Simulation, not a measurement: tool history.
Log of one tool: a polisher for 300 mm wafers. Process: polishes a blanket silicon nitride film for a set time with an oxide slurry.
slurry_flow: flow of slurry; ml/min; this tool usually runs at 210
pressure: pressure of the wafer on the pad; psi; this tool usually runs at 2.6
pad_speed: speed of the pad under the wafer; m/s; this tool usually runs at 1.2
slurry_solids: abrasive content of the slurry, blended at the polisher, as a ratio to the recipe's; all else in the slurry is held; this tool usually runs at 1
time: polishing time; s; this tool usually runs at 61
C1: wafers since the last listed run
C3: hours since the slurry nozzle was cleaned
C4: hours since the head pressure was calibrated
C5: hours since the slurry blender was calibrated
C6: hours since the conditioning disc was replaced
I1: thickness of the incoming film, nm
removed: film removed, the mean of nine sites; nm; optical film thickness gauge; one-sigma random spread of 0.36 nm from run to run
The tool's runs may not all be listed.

run 1 day=0 | slurry_flow=210 pressure=2.6 pad_speed=1.2 slurry_solids=1 time=50 | C1=0 wafers_polished_on_this_pad=543 C3=754.1 C4=943.1 C5=81.7 C6=447.1 | I1=498 | removed=17.7
-- day=0.746 worn pad replaced by a new one
run 2 day=0.767 | slurry_flow=210 pressure=2.6 pad_speed=1.2 slurry_solids=1 time=50 | C1=161 wafers_polished_on_this_pad=5 C3=772.5 C4=961.5 C5=100.1 C6=465.5 | I1=497.2 | removed=17.4
run 3 day=1.383 | slurry_flow=210 pressure=2.6 pad_speed=1.2 slurry_solids=1 time=50 | C1=165 wafers_polished_on_this_pad=170 C3=787.3 C4=976.3 C5=114.9 C6=480.3 | I1=501.9 | removed=18
run 4 day=2.346 | slurry_flow=210 pressure=3.1 pad_speed=1.2 slurry_solids=1 time=61 | C1=258 wafers_polished_on_this_pad=429 C3=810.4 C4=999.4 C5=138 C6=503.4 | I1=500.5 | removed=24.7
-- day=3.475 worn pad replaced by a new one
run 5 day=3.496 | slurry_flow=255 pressure=2.6 pad_speed=1.2 slurry_solids=1 time=71 | C1=264 wafers_polished_on_this_pad=5 C3=838 C4=1027 C5=165.6 C6=531 | I1=490.8 | removed=25.9
-- day=4.054 slurry nozzle cleaned
run 6 day=4.229 | slurry_flow=255 pressure=2.6 pad_speed=1.2 slurry_solids=1 time=71 | C1=185 wafers_polished_on_this_pad=191 C3=4.2 C4=1044.6 C5=183.2 C6=548.6 | I1=498 | removed=25.5
run 7 day=5.042 | slurry_flow=255 pressure=2.6 pad_speed=1.2 slurry_solids=1 time=71 | C1=218 wafers_polished_on_this_pad=410 C3=23.7 C4=1064.1 C5=202.7 C6=568.1 | I1=504.3 | removed=25.4
-- day=5.442 conditioning disc replaced and pad reconditioned
run 8 day=5.954 | slurry_flow=210 pressure=2.6 pad_speed=1.2 slurry_solids=1 time=61 | C1=222 wafers_polished_on_this_pad=633 C3=45.6 C4=1086 C5=224.6 C6=12.3 | I1=500 | removed=19.7
-- day=6.175 worn pad replaced by a new one
run 9 day=6.667 | slurry_flow=210 pressure=2.3 pad_speed=1 slurry_solids=1 time=48 | C1=146 wafers_polished_on_this_pad=131 C3=62.7 C4=1103.1 C5=241.7 C6=29.4 | I1=498.8 | removed=12.5
run 10 day=8.154 | slurry_flow=140 pressure=3.3 pad_speed=1.2 slurry_solids=1.25 time=55 | C1=399 wafers_polished_on_this_pad=531 C3=98.4 C4=1138.8 C5=277.4 C6=65.1 | I1=502.9 | removed=20.8
-- day=8.596 worn pad replaced by a new one
-- day=8.696 conditioning disc replaced and pad reconditioned, repeated, since the last time left the tool worse
run 11 day=8.908 | slurry_flow=210 pressure=2.6 pad_speed=1.2 slurry_solids=1 time=61 | C1=135 wafers_polished_on_this_pad=61 C3=116.5 C4=1156.9 C5=295.5 C6=5.1 | I1=499 | removed=25.2
-- day=9.833 slurry blender recalibrated
run 12 day=9.854 | slurry_flow=210 pressure=2.6 pad_speed=1.2 slurry_solids=1.15 time=75 | C1=231 wafers_polished_on_this_pad=293 C3=139.2 C4=1179.6 C5=0.5 C6=27.8 | I1=493.4 | removed=31.9
-- day=10.329 head pressure recalibrated
run 13 day=10.871 | slurry_flow=260 pressure=2.6 pad_speed=1.2 slurry_solids=1 time=61 | C1=250 wafers_polished_on_this_pad=543 C3=163.6 C4=13 C5=24.9 C6=52.2 | I1=495.1 | removed=24.9
-- day=11.462 worn pad replaced by a new one
run 14 day=11.679 | slurry_flow=210 pressure=2.6 pad_speed=1.2 slurry_solids=1 time=61 | C1=172 wafers_polished_on_this_pad=58 C3=183 C4=32.4 C5=44.3 C6=71.6 | I1=493.4 | removed=23.9
run 15 day=13.083 | slurry_flow=210 pressure=3.1 pad_speed=0.9 slurry_solids=1.2 time=74 | C1=377 wafers_polished_on_this_pad=435 C3=216.7 C4=66.1 C5=78 C6=105.3 | I1=497 | removed=30.1

4 options for the next run, each taken on its own from the tool as it stands now. Forecast them:
run A day=13.1 | slurry_flow=210 pressure=2.6 pad_speed=1.2 slurry_solids=1 time=61 | C1=4 wafers_polished_on_this_pad=440 C3=217.1 C4=66.5 C5=78.4 C6=105.7 | I1=506.9 | removed=?
run B day=13.1 | slurry_flow=210 pressure=2.9 pad_speed=1.54 slurry_solids=1 time=61 | C1=4 wafers_polished_on_this_pad=440 C3=217.1 C4=66.5 C5=78.4 C6=105.7 | I1=506.9 | removed=?
run C day=13.1 | slurry_flow=135 pressure=1.8 pad_speed=1.2 slurry_solids=0.8 time=52 | C1=4 wafers_polished_on_this_pad=440 C3=217.1 C4=66.5 C5=78.4 C6=105.7 | I1=506.9 | removed=?
run D day=13.1 | slurry_flow=260 pressure=3.1 pad_speed=0.92 slurry_solids=1 time=54 | C1=4 wafers_polished_on_this_pad=440 C3=217.1 C4=66.5 C5=78.4 C6=105.7 | I1=506.9 | removed=?

run=A removed=23.3
run=B removed=28.9
run=C removed=13.1
run=D removed=21
Stripped of hidden state, with their random variation kept, the same runs would have yielded:
run=A removed=26.3
run=B removed=33.7
run=C removed=14.4
run=D removed=23.7
